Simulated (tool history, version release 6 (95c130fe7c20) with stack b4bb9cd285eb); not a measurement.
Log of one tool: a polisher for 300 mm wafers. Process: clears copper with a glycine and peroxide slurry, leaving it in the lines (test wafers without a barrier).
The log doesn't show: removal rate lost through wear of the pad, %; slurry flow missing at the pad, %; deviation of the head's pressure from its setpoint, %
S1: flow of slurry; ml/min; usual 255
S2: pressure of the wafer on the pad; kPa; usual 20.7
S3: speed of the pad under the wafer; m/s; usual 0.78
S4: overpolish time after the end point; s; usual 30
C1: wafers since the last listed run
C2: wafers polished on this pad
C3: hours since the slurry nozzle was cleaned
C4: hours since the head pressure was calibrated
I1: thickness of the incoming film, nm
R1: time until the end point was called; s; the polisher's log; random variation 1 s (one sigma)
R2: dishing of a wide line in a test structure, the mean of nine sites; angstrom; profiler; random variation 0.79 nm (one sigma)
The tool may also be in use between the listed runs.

Run 1, hour 0.0: usual settings; C1 0; C2 667; C3 101.6; C4 155.4; I1 541.3. Result: R1 127.0 s, R2 524 angstrom.
Run 2, hour 48.4: usual settings but S4 24 s; C1 470; C2 1138; C3 150.0; C4 203.8; I1 534.8. Result: R1 129.9 s, R2 472 angstrom.
At hour 70.4: worn pad replaced by a new one.
Run 3, hour 72.4: usual settings but S1 200 ml/min; C1 194; C2 19; C3 174.0; C4 227.8; I1 536.1. Result: R1 129.7 s, R2 517 angstrom.
At hour 112.4: slurry nozzle cleaned.
Run 4, hour 123.5: usual settings but S1 200 ml/min; C1 487; C2 506; C3 11.1; C4 278.9; I1 540.5. Result: R1 123.5 s, R2 520 angstrom.
Run 5, hour 192.2: usual settings but S1 200 ml/min; C1 668; C2 1174; C3 79.8; C4 347.6; I1 545.8. Result: R1 138.5 s, R2 493 angstrom.
At hour 237.4: worn pad replaced by a new one.
Run 6, hour 260.2: usual settings; C1 622; C2 221; C3 147.8; C4 415.6; I1 538.1. Result: R1 126.2 s, R2 531 angstrom.
Run 7, hour 294.6: usual settings; C1 334; C2 556; C3 182.2; C4 450.0; I1 540.2. Result: R1 128.5 s, R2 507 angstrom.
At hour 337.8: slurry nozzle cleaned.
At hour 384.8: worn pad replaced by a new one.
Run 8, hour 392.3: usual settings but S1 220 ml/min, S2 15.2 kPa; C1 901; C2 73; C3 54.5; C4 547.7; I1 539.5. Result: R1 154.6 s, R2 476 angstrom.
Run 9, hour 427.1: usual settings but S1 295 ml/min, S2 15.2 kPa, S3 0.86 m/s; C1 338; C2 411; C3 89.3; C4 582.5; I1 541.9. Result: R1 144.9 s, R2 486 angstrom.

The next listed run, before its measurement:
At hour 470.4: head pressure recalibrated.
Run 10, hour 470.9: usual settings but S1 200 ml/min, S3 0.94 m/s, S4 16 s; C1 406; C2 818; C3 133.1; C4 0.5; I1 528.7. Result: R1 ?, R2 ?.

R1: 116.8 s
R2: 383 angstrom
Without the tool's hidden state the same run would have given R1 100.2 s, R2 419 angstrom.

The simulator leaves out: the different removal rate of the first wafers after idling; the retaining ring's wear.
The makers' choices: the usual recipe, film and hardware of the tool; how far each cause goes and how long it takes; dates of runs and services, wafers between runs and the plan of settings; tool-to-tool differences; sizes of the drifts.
